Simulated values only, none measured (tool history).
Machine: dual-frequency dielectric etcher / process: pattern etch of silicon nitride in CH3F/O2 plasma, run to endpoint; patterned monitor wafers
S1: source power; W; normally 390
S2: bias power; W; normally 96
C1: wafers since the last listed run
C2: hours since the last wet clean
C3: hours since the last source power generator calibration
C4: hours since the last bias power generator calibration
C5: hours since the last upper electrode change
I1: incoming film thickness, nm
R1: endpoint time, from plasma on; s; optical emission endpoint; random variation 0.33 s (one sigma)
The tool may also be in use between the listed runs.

run	hour	S1	S2	C1	C2	C3	C4	C5	I1	R1
1	0.0	340	96	0	511.5	1627.6	3466.1	3919.6	91.8	89.2
2	75.9	390	96	563	587.4	1703.5	3542.0	3995.5	92.9	83.0
3	118.3	390	96	314	629.8	1745.9	3584.4	4037.9	92.5	82.6
# hour 168.0: bias power generator calibrated
4	187.5	390	96	483	699.0	1815.1	19.5	4107.1	92.7	82.8
# hour 214.5: wet clean of the chamber
5	235.4	390	96	177	20.9	1863.0	67.4	4155.0	91.5	81.2
6	291.8	390	96	418	77.3	1919.4	123.8	4211.4	91.5	81.3
7	382.3	390	96	671	167.8	2009.9	214.3	4301.9	92.2	82.5
8	419.0	390	96	272	204.5	2046.6	251.0	4338.6	90.9	81.2
9	483.5	390	96	478	269.0	2111.1	315.5	4403.1	91.9	81.6
10	571.5	330	96	652	357.0	2199.1	403.5	4491.1	90.9	89.7
11	611.2	390	96	294	396.7	2238.8	443.2	4530.8	91.5	81.1
12	648.4	480	96	275	433.9	2276.0	480.4	4568.0	92.2	73.2
13	717.1	490	110	509	502.6	2344.7	549.1	4636.7	92.2	69.9
# hour 760.1: wet clean of the chamber
# hour 768.4: upper electrode replaced
14	788.6	310	103	290	28.5	2416.2	620.6	20.2	92.1	93.0
15	858.0	390	96	514	97.9	2485.6	690.0	89.6	91.5	81.8
16	943.0	330	114	630	182.9	2570.6	775.0	174.6	93.0	88.6
17	993.7	390	96	376	233.6	2621.3	825.7	225.3	91.0	81.2
18	1099.0	420	96	781	338.9	2726.6	931.0	330.6	91.7	78.2
19	1152.7	340	78	398	392.6	2780.3	984.7	384.3	91.6	92.3
# hour 1176.8: source power generator calibrated
20	1201.0	390	96	328	440.9	24.2	1033.0	432.6	92.8	81.0
# hour 1303.5: wet clean of the chamber
21	1304.0	360	79	586	0.5	127.2	1136.0	535.6	92.1	88.1
22	1460.4	390	96	1160	156.9	283.6	1292.4	692.0	92.1	80.6
23	1543.1	390	96	613	239.6	366.3	1375.1	774.7	93.3	80.8
24	1591.0	390	96	355	287.5	414.2	1423.0	822.6	92.5	80.8
25	1683.0	340	89	682	379.5	506.2	1515.0	914.6	91.5	88.4
26	1753.6	390	107	523	450.1	576.8	1585.6	985.2	91.9	78.5
27	1815.9	350	77	462	512.4	639.1	1647.9	1047.5	91.7	88.7
# hour 1831.7: source power generator calibrated, repeated, since the last time left the tool worse
28	1854.6	350	83	257	551.1	22.9	1686.6	1086.2	91.3	90.9
# hour 1896.1: wet clean of the chamber
29	1930.7	450	114	386	34.6	99.0	1762.7	1162.3	92.6	74.5
30	1974.8	390	85	327	78.7	143.1	1806.8	1206.4	92.1	85.0

Estimate the outcome of run 31 from the log above:
31	2026.7	460	115	384	130.6	195.0	1858.7	1258.3	92.4	?

{"run 31": {"R1": 73.1}}
With the hidden condition absent and the run-to-run variation left alone, this run would have shown R1 73.2 s.

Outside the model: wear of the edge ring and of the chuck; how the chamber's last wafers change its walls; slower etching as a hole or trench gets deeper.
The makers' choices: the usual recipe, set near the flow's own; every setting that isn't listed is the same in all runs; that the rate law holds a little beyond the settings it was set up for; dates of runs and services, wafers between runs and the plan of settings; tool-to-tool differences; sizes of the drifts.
